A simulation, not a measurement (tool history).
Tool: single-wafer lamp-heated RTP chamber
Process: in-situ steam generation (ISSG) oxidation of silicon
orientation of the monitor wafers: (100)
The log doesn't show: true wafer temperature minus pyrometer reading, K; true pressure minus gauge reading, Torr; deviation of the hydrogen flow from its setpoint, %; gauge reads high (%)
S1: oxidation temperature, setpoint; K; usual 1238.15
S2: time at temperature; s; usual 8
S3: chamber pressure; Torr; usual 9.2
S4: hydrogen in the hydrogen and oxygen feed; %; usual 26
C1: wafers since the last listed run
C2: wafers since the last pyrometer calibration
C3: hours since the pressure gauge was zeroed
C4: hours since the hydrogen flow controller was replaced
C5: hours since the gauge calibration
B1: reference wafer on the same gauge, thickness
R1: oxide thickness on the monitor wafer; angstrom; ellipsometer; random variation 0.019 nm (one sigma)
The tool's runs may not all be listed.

| run | hour | S1 | S2 | S3 | S4 | C1 | C2 | C3 | C4 | C5 | B1 | R1 |
|---|---|---|---|---|---|---|---|---|---|---|---|---|
| 1 | 0.0 | 1238.15 | 8 | 8.5 | 26 | 0 | 7522 | 3703.2 | 3174.9 | 848.0 | 2.991 | 32.96 |
|  | 24.3 | pyrometer window cleaned and pyrometer calibrated |
| 2 | 24.8 | 1238.15 | 8 | 8.5 | 26 | 248 | 7 | 3728.0 | 3199.7 | 872.8 | 2.992 | 33.11 |
| 3 | 52.0 | 1238.15 | 8 | 10.2 | 26 | 402 | 410 | 3755.2 | 3226.9 | 900.0 | 2.991 | 31.91 |
| 4 | 67.9 | 1238.15 | 8 | 9.2 | 26 | 235 | 645 | 3771.1 | 3242.8 | 915.9 | 2.990 | 32.75 |
|  | 112.1 | hydrogen flow controller replaced |
| 5 | 134.9 | 1238.15 | 8 | 10.1 | 26 | 873 | 1518 | 3838.1 | 22.8 | 982.9 | 2.990 | 31.89 |
| 6 | 166.4 | 1238.15 | 8 | 10.1 | 26 | 466 | 1985 | 3869.6 | 54.3 | 1014.4 | 2.985 | 32.09 |
| 7 | 185.6 | 1238.15 | 8 | 10.1 | 26 | 284 | 2269 | 3888.8 | 73.5 | 1033.6 | 2.990 | 32.19 |
| 8 | 218.0 | 1238.15 | 8 | 9.2 | 26 | 479 | 2748 | 3921.2 | 105.9 | 1066.0 | 2.990 | 33.07 |
| 9 | 240.9 | 1238.15 | 8 | 9.2 | 26 | 338 | 3087 | 3944.1 | 128.8 | 1088.9 | 2.989 | 33.02 |
| 10 | 252.9 | 1238.15 | 8 | 9.2 | 26 | 177 | 3265 | 3956.1 | 140.8 | 1100.9 | 2.993 | 32.63 |
| 11 | 281.4 | 1238.15 | 8 | 9.2 | 31 | 421 | 3687 | 3984.6 | 169.3 | 1129.4 | 2.986 | 34.40 |
| 12 | 296.8 | 1238.15 | 8 | 9.8 | 26 | 227 | 3915 | 4000.0 | 184.7 | 1144.8 | 2.989 | 32.01 |
| 13 | 323.6 | 1257.15 | 8 | 9.2 | 26 | 396 | 4311 | 4026.8 | 211.5 | 1171.6 | 2.989 | 34.07 |
| 14 | 344.5 | 1238.15 | 8 | 10.0 | 26 | 309 | 4620 | 4047.7 | 232.4 | 1192.5 | 2.991 | 32.52 |
| 15 | 378.7 | 1238.15 | 7 | 10.0 | 26 | 506 | 5127 | 4081.9 | 266.6 | 1226.7 | 2.989 | 30.32 |
| 16 | 397.3 | 1243.15 | 8 | 9.2 | 22 | 275 | 5402 | 4100.5 | 285.2 | 1245.3 | 2.991 | 31.63 |
| 17 | 418.4 | 1254.15 | 8 | 9.2 | 26 | 312 | 5714 | 4121.6 | 306.3 | 1266.4 | 2.993 | 33.89 |
| 18 | 438.9 | 1256.15 | 8 | 10.2 | 18 | 303 | 6018 | 4142.1 | 326.8 | 1286.9 | 2.990 | 30.58 |
| 19 | 454.9 | 1248.15 | 8 | 9.2 | 26 | 236 | 6254 | 4158.1 | 342.8 | 1302.9 | 2.993 | 33.65 |
| 20 | 483.4 | 1238.15 | 8 | 9.2 | 26 | 421 | 6676 | 4186.6 | 371.3 | 1331.4 | 2.990 | 32.69 |
| 21 | 500.4 | 1249.15 | 10 | 9.8 | 31 | 251 | 6928 | 4203.6 | 388.3 | 1348.4 | 2.988 | 37.69 |
|  | 539.9 | pyrometer window cleaned and pyrometer calibrated |
|  | 557.9 | gauge calibrated |
|  | 593.3 | pressure gauge zeroed |
| 22 | 607.8 | 1248.15 | 8 | 7.8 | 32 | 1352 | 885 | 14.5 | 495.7 | 49.9 | 2.988 | 36.30 |
| 23 | 639.1 | 1254.15 | 8 | 9.2 | 26 | 463 | 1349 | 45.8 | 527.0 | 81.2 | 2.990 | 33.91 |
| 24 | 669.1 | 1238.15 | 10 | 10.2 | 29 | 443 | 1793 | 75.8 | 557.0 | 111.2 | 2.991 | 35.33 |
| 25 | 701.9 | 1238.15 | 8 | 9.2 | 29 | 485 | 2278 | 108.6 | 589.8 | 144.0 | 2.989 | 33.46 |
| 26 | 729.6 | 1238.15 | 8 | 9.2 | 26 | 409 | 2688 | 136.3 | 617.5 | 171.7 | 2.995 | 32.73 |
| 27 | 757.8 | 1238.15 | 8 | 9.2 | 26 | 417 | 3105 | 164.5 | 645.7 | 199.9 | 2.993 | 32.74 |
| 28 | 780.9 | 1238.15 | 8 | 8.1 | 22 | 341 | 3447 | 187.6 | 668.8 | 223.0 | 2.991 | 31.67 |
| 29 | 806.6 | 1238.15 | 8 | 9.2 | 26 | 380 | 3828 | 213.3 | 694.5 | 248.7 | 2.991 | 32.59 |
| 30 | 832.7 | 1254.15 | 8 | 9.2 | 26 | 386 | 4214 | 239.4 | 720.6 | 274.8 | 2.990 | 33.41 |

Run 31 comes next. What will it give?
| 31 | 865.4 | 1238.15 | 8 | 9.8 | 26 | 483 | 4698 | 272.1 | 753.3 | 307.5 | ? | ? |

B1: 2.988
R1: 32.07 angstrom
Without the tool's hidden state the same run would have given R1 32.07 angstrom.
